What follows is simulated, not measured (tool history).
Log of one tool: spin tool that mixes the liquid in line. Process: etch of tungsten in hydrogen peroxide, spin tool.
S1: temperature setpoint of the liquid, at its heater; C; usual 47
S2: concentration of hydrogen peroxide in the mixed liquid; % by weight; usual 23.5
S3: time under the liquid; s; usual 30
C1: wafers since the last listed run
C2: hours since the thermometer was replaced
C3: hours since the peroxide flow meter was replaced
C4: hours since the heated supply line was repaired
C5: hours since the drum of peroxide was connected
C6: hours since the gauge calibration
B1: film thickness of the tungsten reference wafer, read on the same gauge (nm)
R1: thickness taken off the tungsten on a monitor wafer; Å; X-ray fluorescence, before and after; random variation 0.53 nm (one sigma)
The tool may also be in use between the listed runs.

run     day    S1    S2  S3   C1      C2     C3      C4     C5     C6     B1      R1
  1       0    47  23.5  30    0  1941.6  333.1   918.8  395.2  553.3  40.01   676.4
      0.429  -- new drum of peroxide connected
  2   0.896    47  23.5  30  351  1963.1  354.6   940.3   11.2  574.8  40.02   696.7
  3    2.25    47  23.5  30  557  1995.6  387.1   972.8   43.7  607.3  40.02   695.1
  4   3.525    52  23.5  30  524  2026.2  417.7  1003.4   74.3  637.9  39.97   948.9
  5   4.196    52  23.5  30  276  2042.3  433.8  1019.5   90.4    654     40   950.5
  6   5.458    52  23.5  30  519  2072.6  464.1  1049.8  120.7  684.3  39.99   936.6
  7   6.067    47  23.5  30  250  2087.2  478.7  1064.4  135.3  698.9  39.95   699.2
  8   6.588    47  23.5  30  214  2099.7  491.2  1076.9  147.8  711.4  39.99   681.3
  9       8    47  23.5  30  581  2133.6  525.1  1110.8  181.7  745.3     40     697
      8.183  -- thermometer replaced
      8.679  -- gauge calibrated
 10   9.154    47  23.5  30  458    23.3  552.8  1138.5  209.4   11.4  40.01   695.4
 11   9.867    47  23.5  30  293    40.4  569.9  1155.6  226.5   28.5  39.99   686.3
 12  10.642    47  23.5  30  319      59  588.5  1174.2  245.1   47.1  40.01   685.2
     10.792  -- peroxide flow meter replaced
 13  11.467    47  23.5  30  322    78.8   16.2    1194  264.9   66.9     40   692.2
 14  12.908  44.5  26.5  15  593   113.4   50.8  1228.6  299.5  101.5  39.95   310.4
     13.996  -- heated supply line repaired
 15  14.104  42.5    19  50  475   142.1   79.5     2.6  328.2  130.2  40.01   767.9
 16  14.738    47  23.5  30  260   157.3   94.7    17.8  343.4  145.4  40.01   681.2
 17  16.225    53    26  50  612     193  130.4    53.5  379.1  181.1  40.02  1722.6
 18  17.508  38.5  23.5  30  528   223.8  161.2    84.3  409.9  211.9     40   391.3
 19  18.912    44  23.5  30  578   257.5  194.9     118  443.6  245.6  39.99   561.5
     19.225  -- new drum of peroxide connected
 20  19.821  37.5  20.5  20  356   279.3  216.7   139.8   14.3  267.4  39.99   232.9
 21  20.396    47  23.5  30  236   293.1  230.5   153.6   28.1  281.2     40   701.4
 22   21.15    47  23.5  15  310   311.2  248.6   171.7   46.2  299.3  40.03     345
 23  22.217    39    21  25  439   336.8  274.2   197.3   71.8  324.9     40   329.3
 24  22.825    47  23.5  30  250   351.4  288.8   211.9   86.4  339.5     40     686
 25  23.429  38.5  23.5  20  248   365.9  303.3   226.4  100.9    354  39.98   272.1
 26  24.742  40.5    20  30  540   397.4  334.8   257.9  132.4  385.5  40.03   418.7

Forecast each of these 4 alternatives for the next run:
  A  24.758    47  29.5  30   6  397.8  335.2  258.3  132.8  385.9   ?   ?
  B  24.758  44.5  23.5  15   6  397.8  335.2  258.3  132.8  385.9   ?   ?
  C  24.758  54.5  16.5  45   6  397.8  335.2  258.3  132.8  385.9   ?   ?
  D  24.758    38  20.5  30   6  397.8  335.2  258.3  132.8  385.9   ?   ?

run     B1     R1
  A  39.98  781.7
  B  39.98  298.2
  C  39.98   1384
  D  39.98  366.1
Without the tool's hidden state the same runs would have given:
run     R1
  A  789.6
  B  301.2
  C   1398
  D  369.8

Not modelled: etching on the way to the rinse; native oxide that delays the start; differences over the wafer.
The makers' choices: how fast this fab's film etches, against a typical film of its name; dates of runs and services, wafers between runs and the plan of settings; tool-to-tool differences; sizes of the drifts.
